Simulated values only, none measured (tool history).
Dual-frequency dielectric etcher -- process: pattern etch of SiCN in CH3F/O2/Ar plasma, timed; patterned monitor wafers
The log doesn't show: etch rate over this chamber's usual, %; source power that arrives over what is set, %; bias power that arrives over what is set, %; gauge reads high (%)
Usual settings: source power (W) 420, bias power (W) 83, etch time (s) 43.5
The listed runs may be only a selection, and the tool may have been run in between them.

run	day	source power (W)	bias power (W)	etch time (s)	wafers since the last listed run	hours since the last wet clean	hours since the last source power generator calibration	hours since the last bias power generator calibration	hours since the last upper electrode change	hours since the gauge calibration	read-back reference wafer on the same gauge, depth_nm	mean etch depth across the wafer (Å)
1	0.000	420	83	43.5	0	236.1	24.2	770.2	4605.7	444.3	21.87	188.1
2	4.404	420	83	43.5	1572	341.8	129.9	875.9	4711.4	550.0	21.82	191.2
3	6.596	420	83	43.5	782	394.4	182.5	928.5	4764.0	602.6	21.78	191.4
4	9.088	420	67	38.0	889	454.2	242.3	988.3	4823.8	662.4	21.79	149.1
5	11.554	420	73	43.5	880	513.4	301.5	1047.5	4883.0	721.6	21.86	179.3
6	13.425	420	83	55.5	668	558.3	346.4	1092.4	4927.9	766.5	21.82	244.3
7	15.571	420	74	32.0	766	609.8	397.9	1143.9	4979.4	818.0	21.81	134.5
8	18.296	420	67	32.5	973	675.2	463.3	1209.3	5044.8	883.4	21.83	132.8
9	20.533	420	83	43.5	798	728.9	517.0	1263.0	5098.5	937.1	21.77	196.1
# day 21.546: wet clean of the chamber
10	23.621	520	98	52.5	745	49.8	591.1	1337.1	5172.6	1011.2	21.83	268.3
# day 26.500: upper electrode replaced
11	26.521	370	73	37.0	678	119.4	660.7	1406.7	0.5	1080.8	21.85	139.9
12	29.388	420	83	43.5	1023	188.2	729.5	1475.5	69.3	1149.6	21.83	186.9
13	31.012	380	83	49.5	580	227.2	768.5	1514.5	108.3	1188.6	21.84	199.9
14	35.308	420	83	43.5	1533	330.3	871.6	1617.6	211.4	1291.7	21.84	188.0
15	39.625	420	83	43.5	1541	433.9	975.2	1721.2	315.0	1395.3	21.79	189.6
16	43.138	330	90	43.5	1254	518.2	1059.5	1805.5	399.3	1479.6	21.89	170.0
17	46.104	460	70	36.5	1059	589.4	1130.7	1876.7	470.5	1550.8	21.80	158.2
# day 48.950: wet clean of the chamber
18	48.971	340	101	56.0	666	0.5	1199.5	1945.5	539.3	1619.6	21.79	228.4
# day 49.250: bias power generator calibrated
19	50.146	360	83	37.0	360	28.7	1227.7	21.5	567.5	1647.8	21.78	143.5
20	52.254	340	83	33.0	752	79.3	1278.3	72.1	618.1	1698.4	21.89	123.9
21	56.100	420	83	43.5	1373	171.6	1370.6	164.4	710.4	1790.7	21.82	188.2
22	58.246	520	76	36.5	766	223.1	1422.1	215.9	761.9	1842.2	21.77	171.4
23	59.775	330	70	34.5	546	259.8	1458.8	252.6	798.6	1878.9	21.77	118.0
24	64.108	420	83	43.5	1547	363.8	1562.8	356.6	902.6	1982.9	21.82	188.7
25	67.638	390	68	50.5	1260	448.5	1647.5	441.3	987.3	2067.6	21.81	193.5
26	71.096	470	89	48.0	1234	531.5	1730.5	524.3	1070.3	2150.6	21.80	235.1
27	72.975	420	89	43.5	671	576.6	1775.6	569.4	1115.4	2195.7	21.84	199.8
# day 76.029: gauge calibrated
# day 76.775: wet clean of the chamber
28	76.796	420	83	53.0	1007	0.5	1867.3	661.1	1207.1	18.4	21.86	222.1
29	79.008	510	93	37.0	790	53.6	1920.4	714.2	1260.2	71.5	21.84	182.6

Alternative continuations, all from the tool just after run 29; predict every row:
A	79.025	420	83	47.0	5	54.0	1920.8	714.6	1260.6	71.9	?	?
B	79.025	360	91	43.5	5	54.0	1920.8	714.6	1260.6	71.9	?	?
C	79.025	480	74	33.0	5	54.0	1920.8	714.6	1260.6	71.9	?	?
D	79.025	460	83	39.5	5	54.0	1920.8	714.6	1260.6	71.9	?	?
E	79.025	420	65	43.5	5	54.0	1920.8	714.6	1260.6	71.9	?	?

run	read-back reference wafer on the same gauge, depth_nm	mean etch depth across the wafer (Å)
A	21.77	199.2
B	21.77	174.5
C	21.77	143.7
D	21.77	176.6
E	21.77	165.5
Take away the tool's hidden state, keep each run's random variation, and the runs would have read:
run	mean etch depth across the wafer (Å)
A	198.6
B	174.0
C	143.3
D	176.0
E	165.0
